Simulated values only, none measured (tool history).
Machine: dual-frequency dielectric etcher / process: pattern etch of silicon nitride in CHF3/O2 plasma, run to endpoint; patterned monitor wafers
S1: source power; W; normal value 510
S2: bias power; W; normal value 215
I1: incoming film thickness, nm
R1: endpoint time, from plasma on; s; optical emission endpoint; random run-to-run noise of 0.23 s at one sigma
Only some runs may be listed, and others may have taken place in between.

Run 1, hour 0.0: usual settings but S1 560 W; I1 103.5. Result: R1 65.9 s.
Run 2, hour 46.3: usual settings but S2 173 W; I1 103.1. Result: R1 75.6 s.
Run 3, hour 76.6: usual settings but S2 173 W; I1 102.7. Result: R1 75.7 s.
Run 4, hour 102.5: usual settings but S2 180 W; I1 102.2. Result: R1 73.7 s.
Run 5, hour 135.8: usual settings but S2 244 W; I1 102.1. Result: R1 62.8 s.
Run 6, hour 188.3: usual settings but S1 420 W, S2 228 W; I1 102.8. Result: R1 71.0 s.
At hour 262.2: upper electrode replaced.
At hour 264.3: source power generator calibrated.
Run 7, hour 264.8: usual settings; I1 101.3. Result: R1 66.5 s.
Run 8, hour 266.2: usual settings but S2 240 W; I1 102.2. Result: R1 63.4 s.
At hour 379.2: wet clean of the chamber.
Run 9, hour 379.7: usual settings but S1 550 W, S2 193 W; I1 103.1. Result: R1 69.2 s.
Run 10, hour 410.5: usual settings but S1 420 W; I1 102.8. Result: R1 73.5 s.
Run 11, hour 466.1: usual settings; I1 103.0. Result: R1 67.8 s.
At hour 501.4: bias power generator calibrated.
Run 12, hour 536.5: usual settings but S1 460 W, S2 255 W; I1 103.3. Result: R1 64.7 s.
Run 13, hour 587.1: usual settings; I1 102.1. Result: R1 67.5 s.
Run 14, hour 630.5: usual settings; I1 103.4. Result: R1 68.1 s.

Consider 3 possible next runs. They are alternatives, not a sequence: every one starts from the tool as it was left by run 14. What does each give?
Run A, hour 630.9: usual settings but S2 255 W; I1 103.0. Result: R1 ?.
Run B, hour 630.9: usual settings but S1 560 W, S2 168 W; I1 103.0. Result: R1 ?.
Run C, hour 630.9: usual settings but S1 610 W, S2 195 W; I1 103.0. Result: R1 ?.

run    R1
  A  62.7
  B  74.5
  C  66.6
The same runs, with their run-to-run variation unchanged, on a tool lacking any hidden condition would have given:
run    R1
  A  62.7
  B  74.5
  C  66.6

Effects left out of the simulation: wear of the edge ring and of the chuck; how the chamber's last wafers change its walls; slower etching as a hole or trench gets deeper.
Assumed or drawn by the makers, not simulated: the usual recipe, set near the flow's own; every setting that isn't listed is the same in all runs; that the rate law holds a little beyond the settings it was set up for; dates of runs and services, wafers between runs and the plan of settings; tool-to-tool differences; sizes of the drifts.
